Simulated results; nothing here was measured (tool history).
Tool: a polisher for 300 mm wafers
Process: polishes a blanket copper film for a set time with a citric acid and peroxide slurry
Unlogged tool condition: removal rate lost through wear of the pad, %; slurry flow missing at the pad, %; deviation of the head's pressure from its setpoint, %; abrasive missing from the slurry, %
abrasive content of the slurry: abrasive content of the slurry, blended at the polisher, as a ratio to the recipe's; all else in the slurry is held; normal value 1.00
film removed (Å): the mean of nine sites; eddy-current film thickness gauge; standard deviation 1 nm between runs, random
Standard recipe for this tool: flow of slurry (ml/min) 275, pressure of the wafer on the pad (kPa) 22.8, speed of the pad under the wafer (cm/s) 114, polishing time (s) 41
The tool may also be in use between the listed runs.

run,day,flow of slurry (ml/min),pressure of the wafer on the pad (kPa),speed of the pad under the wafer (cm/s),abrasive content of the slurry,polishing time (s),wafers since the last listed run,wafers polished on this pad,hours since the slurry nozzle was cleaned,hours since the head pressure was calibrated,hours since the slurry blender was calibrated,"incoming thickness of the incoming film, nm",film removed (Å)
1,0.000,275,22.8,114,1.00,41,0,2465,348.8,147.8,320.5,1213.3,950
# day 1.783: slurry blender recalibrated
2,1.896,275,22.8,114,1.00,41,792,3257,394.3,193.3,2.7,1226.4,920
# day 5.183: slurry nozzle cleaned
3,6.050,275,22.8,114,1.00,41,1798,5056,20.8,293.0,102.4,1222.5,891
4,7.758,275,22.8,114,1.00,41,747,5803,61.8,334.0,143.4,1205.0,899
5,9.812,275,22.8,114,1.00,41,898,6701,111.1,383.3,192.7,1226.3,908
# day 10.483: worn pad replaced by a new one
6,11.325,275,22.8,114,1.00,41,588,367,147.4,419.6,229.0,1205.3,1007
7,14.200,305,22.8,114,1.00,30,1257,1624,216.4,488.6,298.0,1219.8,696
# day 15.917: head pressure recalibrated
# day 17.658: slurry blender recalibrated
8,18.221,305,22.8,114,1.00,30,1685,3310,312.9,55.3,13.5,1192.5,684
9,22.067,275,22.8,114,1.00,41,1681,4992,405.2,147.6,105.8,1201.0,908
# day 24.892: worn pad replaced by a new one
10,26.304,275,22.8,114,1.00,41,1780,618,506.9,249.3,207.5,1193.0,987
# day 29.050: slurry nozzle cleaned
11,30.017,275,22.8,114,0.75,41,1605,2223,23.2,338.4,296.6,1199.5,892
# day 32.854: slurry blender recalibrated
12,33.621,275,22.8,114,1.10,41,1539,3763,109.7,424.9,18.4,1206.5,942
13,37.188,275,22.8,114,0.90,41,1559,5322,195.3,510.5,104.0,1203.4,876
# day 39.067: head pressure recalibrated
# day 39.096: worn pad replaced by a new one
14,39.446,275,22.8,114,1.00,41,939,153,249.5,9.1,158.2,1198.3,1007
15,43.592,275,22.8,114,1.00,41,1812,1966,349.0,108.6,257.7,1223.6,948
16,46.150,275,22.8,114,1.00,41,1118,3084,410.4,170.0,319.1,1209.2,931
# day 47.371: slurry blender recalibrated
17,50.542,325,22.8,114,1.00,30,1884,4968,515.8,275.4,76.1,1233.5,667
18,52.050,275,28.3,114,1.30,33,659,5628,552.0,311.6,112.3,1209.6,918
# day 54.350: slurry nozzle cleaned
19,54.567,275,22.8,114,0.85,53,1082,6710,5.2,372.0,172.7,1210.8,1110
# day 55.438: worn pad replaced by a new one
20,56.800,185,22.8,80,1.00,41,903,595,58.8,425.6,226.3,1214.3,691
# day 57.450: head pressure recalibrated
21,58.621,330,22.8,140,1.00,41,759,1355,102.5,28.1,270.0,1203.0,1134
22,62.054,275,22.8,114,1.00,31,1501,2856,184.9,110.5,352.4,1220.2,703
# day 63.483: slurry blender recalibrated
23,65.358,275,25.5,114,0.75,41,1408,4265,264.2,189.8,45.0,1212.5,934
24,67.617,275,22.8,114,1.00,49,987,5252,318.4,244.0,99.2,1205.6,1079
# day 68.492: worn pad replaced by a new one
25,72.092,305,22.8,114,1.00,30,1884,1574,425.8,351.4,206.6,1205.7,704

Alternative continuations, all from the tool just after run 25; predict every row:
A,72.108,275,22.8,114,1.00,41,7,1581,426.2,351.8,207.0,1215.4,?
B,72.108,180,20.0,114,1.15,41,7,1581,426.2,351.8,207.0,1215.4,?
C,72.108,275,22.8,114,1.25,41,7,1581,426.2,351.8,207.0,1215.4,?
D,72.108,275,22.8,134,1.00,34,7,1581,426.2,351.8,207.0,1215.4,?
E,72.108,345,22.8,114,1.00,50,7,1581,426.2,351.8,207.0,1215.4,?

run,film removed (Å)
A,955
B,857
C,1004
D,914
E,1185
With the hidden condition removed and each run's random variation left untouched, the same runs would have given:
run,film removed (Å)
A,1020
B,914
C,1072
D,976
E,1265
